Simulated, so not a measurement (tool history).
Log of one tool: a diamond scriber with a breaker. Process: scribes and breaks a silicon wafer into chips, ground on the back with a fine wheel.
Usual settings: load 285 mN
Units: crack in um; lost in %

run	hour	load	wafers since the last listed run	hours since the diamond tip was replaced	hours since the load on the tip was calibrated	incoming depth of the damage left on the back of the incoming wafer, um	crack	lost
1	0	338	0	136.2	1472	2.17	14.52	5.37
2	30.7	285	73	166.9	1502.7	1.55	12.92	1.65
3	55.6	285	59	191.8	1527.6	1.94	12.67	1.8
4	82.2	285	63	218.4	1554.2	2.21	12.72	1.96
5	161.2	285	189	297.4	1633.2	2.01	12.66	1.79
6	185.1	285	57	321.3	1657.1	2.52	12.91	2.2
7	209.3	285	58	345.5	1681.3	2.25	12.84	1.85
8	238.5	285	70	374.7	1710.5	2.14	12.78	1.87
# hour 270.4: load on the tip recalibrated
9	271.8	285	75	408	1.4	2.28	11.55	1.2
10	302	285	72	438.2	31.6	1.66	11.68	0.79
11	327.8	285	61	464	57.4	2.29	11.66	1.3
12	340	329	29	476.2	69.6	2.32	13.15	2.32
13	373.7	324	80	509.9	103.3	2.34	12.97	2.36
14	391.1	343	41	527.3	120.7	2.84	13.43	3.37
15	426.2	285	84	562.4	155.8	1.73	11.98	0.89
# hour 452.4: diamond tip replaced by a new one, of another model than before
16	461	327	78	8.6	190.6	1.55	14.3	5.16
17	480	365	45	27.6	209.6	1.56	16.08	10.43
18	502.8	285	54	50.4	232.4	2.01	12.31	1.19
19	534.3	200	75	81.9	263.9	1.9	7.09	22.97
20	558.3	285	57	105.9	287.9	1.74	12.4	1.25
21	634	261	181	181.6	363.6	2.59	11.15	1.82
22	653.9	285	47	201.5	383.5	2.4	12.72	1.85

Some steps in crack between neighbouring runs. How much of each would the tool show without its hidden state too (settings, what came in, random variation), and how much is left for the hidden state, with any gauge scatter that isn't in both results?
The hidden state here: share of the diamond tip's cutting effectiveness lost through wear, %; deviation of the load on the tip from its setpoint, %.
Run 8 -> 9: load on the tip recalibrated. crack -1.23 um: hidden state -1.23, all else +0.
Run 15 -> 16: load 285 -> 327, diamond tip replaced by a new one, of another model than before. crack +2.32 um: hidden state +0.4, all else +1.92.
Run 18 -> 19: load 285 -> 200. crack -5.22 um: hidden state -0.25, all else -4.97.
Run 19 -> 20: load 200 -> 285. crack +5.31 um: hidden state +0.39, all else +4.92.
